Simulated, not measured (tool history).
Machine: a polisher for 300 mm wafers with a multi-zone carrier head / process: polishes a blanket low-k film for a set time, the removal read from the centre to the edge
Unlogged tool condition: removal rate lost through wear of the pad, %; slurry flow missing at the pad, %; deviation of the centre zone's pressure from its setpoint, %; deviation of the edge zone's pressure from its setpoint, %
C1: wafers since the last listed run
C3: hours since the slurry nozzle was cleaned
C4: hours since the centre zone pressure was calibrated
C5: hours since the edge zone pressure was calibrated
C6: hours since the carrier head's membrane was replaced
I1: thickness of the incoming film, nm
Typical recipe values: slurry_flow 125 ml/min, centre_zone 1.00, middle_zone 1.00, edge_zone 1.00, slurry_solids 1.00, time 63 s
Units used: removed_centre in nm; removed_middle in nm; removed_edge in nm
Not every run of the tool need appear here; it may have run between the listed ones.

run 1 day=0.000 | slurry_flow=125 centre_zone=1.00 middle_zone=1.00 edge_zone=1.00 slurry_solids=1.00 time=63 | C1=0 wafers_polished_on_this_pad=120 C3=315.0 C4=475.9 C5=259.7 C6=1555.0 | I1=659.3 | removed_centre=17.1 removed_middle=17.2 removed_edge=17.0
run 2 day=0.521 | slurry_flow=125 centre_zone=1.06 middle_zone=0.94 edge_zone=1.00 slurry_solids=1.00 time=63 | C1=119 wafers_polished_on_this_pad=240 C3=327.5 C4=488.4 C5=272.2 C6=1567.5 | I1=659.5 | removed_centre=18.0 removed_middle=15.6 removed_edge=17.2
run 3 day=0.946 | slurry_flow=125 centre_zone=1.06 middle_zone=0.94 edge_zone=1.00 slurry_solids=1.00 time=63 | C1=97 wafers_polished_on_this_pad=337 C3=337.7 C4=498.6 C5=282.4 C6=1577.7 | I1=668.4 | removed_centre=17.9 removed_middle=16.1 removed_edge=17.2
run 4 day=1.208 | slurry_flow=125 centre_zone=1.06 middle_zone=0.94 edge_zone=1.00 slurry_solids=1.00 time=63 | C1=60 wafers_polished_on_this_pad=398 C3=344.0 C4=504.9 C5=288.7 C6=1584.0 | I1=676.0 | removed_centre=17.7 removed_middle=15.9 removed_edge=17.3
run 5 day=1.612 | slurry_flow=125 centre_zone=1.00 middle_zone=1.00 edge_zone=1.00 slurry_solids=1.00 time=63 | C1=92 wafers_polished_on_this_pad=491 C3=353.7 C4=514.6 C5=298.4 C6=1593.7 | I1=673.0 | removed_centre=17.0 removed_middle=16.6 removed_edge=17.0
run 6 day=1.942 | slurry_flow=125 centre_zone=1.00 middle_zone=1.00 edge_zone=1.00 slurry_solids=1.20 time=63 | C1=75 wafers_polished_on_this_pad=566 C3=361.6 C4=522.5 C5=306.3 C6=1601.6 | I1=672.4 | removed_centre=17.7 removed_middle=17.4 removed_edge=18.3
run 7 day=2.338 | slurry_flow=125 centre_zone=1.00 middle_zone=1.00 edge_zone=1.00 slurry_solids=1.20 time=63 | C1=91 wafers_polished_on_this_pad=657 C3=371.1 C4=532.0 C5=315.8 C6=1611.1 | I1=673.5 | removed_centre=17.9 removed_middle=17.8 removed_edge=18.6
-- day=2.650 worn pad replaced by a new one
run 8 day=2.679 | slurry_flow=125 centre_zone=1.00 middle_zone=1.00 edge_zone=0.92 slurry_solids=1.00 time=82 | C1=40 wafers_polished_on_this_pad=6 C3=379.3 C4=540.2 C5=324.0 C6=1619.3 | I1=672.9 | removed_centre=21.4 removed_middle=21.5 removed_edge=21.4
-- day=3.083 carrier head's membrane replaced by a new one
-- day=4.071 centre zone pressure recalibrated
run 9 day=4.583 | slurry_flow=125 centre_zone=1.12 middle_zone=1.00 edge_zone=1.00 slurry_solids=1.00 time=63 | C1=370 wafers_polished_on_this_pad=377 C3=425.0 C4=12.3 C5=369.7 C6=36.0 | I1=668.8 | removed_centre=17.9 removed_middle=16.2 removed_edge=16.9
run 10 day=5.129 | slurry_flow=125 centre_zone=1.06 middle_zone=0.94 edge_zone=1.00 slurry_solids=1.00 time=63 | C1=125 wafers_polished_on_this_pad=502 C3=438.1 C4=25.4 C5=382.8 C6=49.1 | I1=678.3 | removed_centre=17.1 removed_middle=15.3 removed_edge=16.8
run 11 day=5.471 | slurry_flow=125 centre_zone=1.08 middle_zone=1.00 edge_zone=1.00 slurry_solids=1.00 time=82 | C1=78 wafers_polished_on_this_pad=581 C3=446.3 C4=33.6 C5=391.0 C6=57.3 | I1=658.3 | removed_centre=22.9 removed_middle=21.0 removed_edge=22.0
-- day=5.958 worn pad replaced by a new one
run 12 day=5.979 | slurry_flow=145 centre_zone=1.00 middle_zone=0.89 edge_zone=1.00 slurry_solids=0.85 time=83 | C1=78 wafers_polished_on_this_pad=4 C3=458.5 C4=45.8 C5=403.2 C6=69.5 | I1=666.2 | removed_centre=20.8 removed_middle=19.0 removed_edge=21.8
-- day=6.150 slurry nozzle cleaned
-- day=6.517 edge zone pressure recalibrated
run 13 day=6.529 | slurry_flow=125 centre_zone=1.00 middle_zone=1.00 edge_zone=1.00 slurry_solids=1.00 time=63 | C1=97 wafers_polished_on_this_pad=102 C3=9.1 C4=59.0 C5=0.3 C6=82.7 | I1=670.1 | removed_centre=18.8 removed_middle=18.5 removed_edge=18.0
run 14 day=7.167 | slurry_flow=125 centre_zone=0.88 middle_zone=1.00 edge_zone=1.00 slurry_solids=0.75 time=63 | C1=146 wafers_polished_on_this_pad=249 C3=24.4 C4=74.3 C5=15.6 C6=98.0 | I1=669.4 | removed_centre=14.7 removed_middle=16.4 removed_edge=16.3
run 15 day=8.200 | slurry_flow=170 centre_zone=1.03 middle_zone=1.00 edge_zone=1.03 slurry_solids=1.00 time=79 | C1=237 wafers_polished_on_this_pad=486 C3=49.2 C4=99.1 C5=40.4 C6=122.8 | I1=662.1 | removed_centre=26.2 removed_middle=24.8 removed_edge=23.9

Branching from run 15: 5 alternative next runs. What would each branch give?
run A day=8.217 | slurry_flow=125 centre_zone=1.00 middle_zone=1.00 edge_zone=1.00 slurry_solids=1.00 time=63 | C1=3 wafers_polished_on_this_pad=490 C3=49.6 C4=99.5 C5=40.8 C6=123.2 | I1=668.6 | removed_centre=? removed_middle=? removed_edge=?
run B day=8.217 | slurry_flow=125 centre_zone=1.04 middle_zone=0.93 edge_zone=1.00 slurry_solids=1.00 time=63 | C1=3 wafers_polished_on_this_pad=490 C3=49.6 C4=99.5 C5=40.8 C6=123.2 | I1=668.6 | removed_centre=? removed_middle=? removed_edge=?
run C day=8.217 | slurry_flow=125 centre_zone=0.90 middle_zone=0.95 edge_zone=1.00 slurry_solids=1.00 time=54 | C1=3 wafers_polished_on_this_pad=490 C3=49.6 C4=99.5 C5=40.8 C6=123.2 | I1=668.6 | removed_centre=? removed_middle=? removed_edge=?
run D day=8.217 | slurry_flow=80 centre_zone=1.00 middle_zone=1.04 edge_zone=1.04 slurry_solids=1.00 time=84 | C1=3 wafers_polished_on_this_pad=490 C3=49.6 C4=99.5 C5=40.8 C6=123.2 | I1=668.6 | removed_centre=? removed_middle=? removed_edge=?
run E day=8.217 | slurry_flow=145 centre_zone=1.00 middle_zone=1.00 edge_zone=1.09 slurry_solids=0.75 time=43 | C1=3 wafers_polished_on_this_pad=490 C3=49.6 C4=99.5 C5=40.8 C6=123.2 | I1=668.6 | removed_centre=? removed_middle=? removed_edge=?

run=A removed_centre=18.3 removed_middle=18.3 removed_edge=18.0
run=B removed_centre=19.1 removed_middle=17.2 removed_edge=18.0
run=C removed_centre=14.1 removed_middle=15.0 removed_edge=15.4
run=D removed_centre=20.8 removed_middle=21.9 removed_edge=22.3
run=E removed_centre=11.7 removed_middle=11.6 removed_edge=11.8
Without the tool's hidden state the same runs would have given:
run=A removed_centre=18.9 removed_middle=18.8 removed_edge=18.3
run=B removed_centre=19.7 removed_middle=17.7 removed_edge=18.4
run=C removed_centre=14.6 removed_middle=15.4 removed_edge=15.7
run=D removed_centre=21.8 removed_middle=22.8 removed_edge=22.9
run=E removed_centre=12.0 removed_middle=11.9 removed_edge=12.0
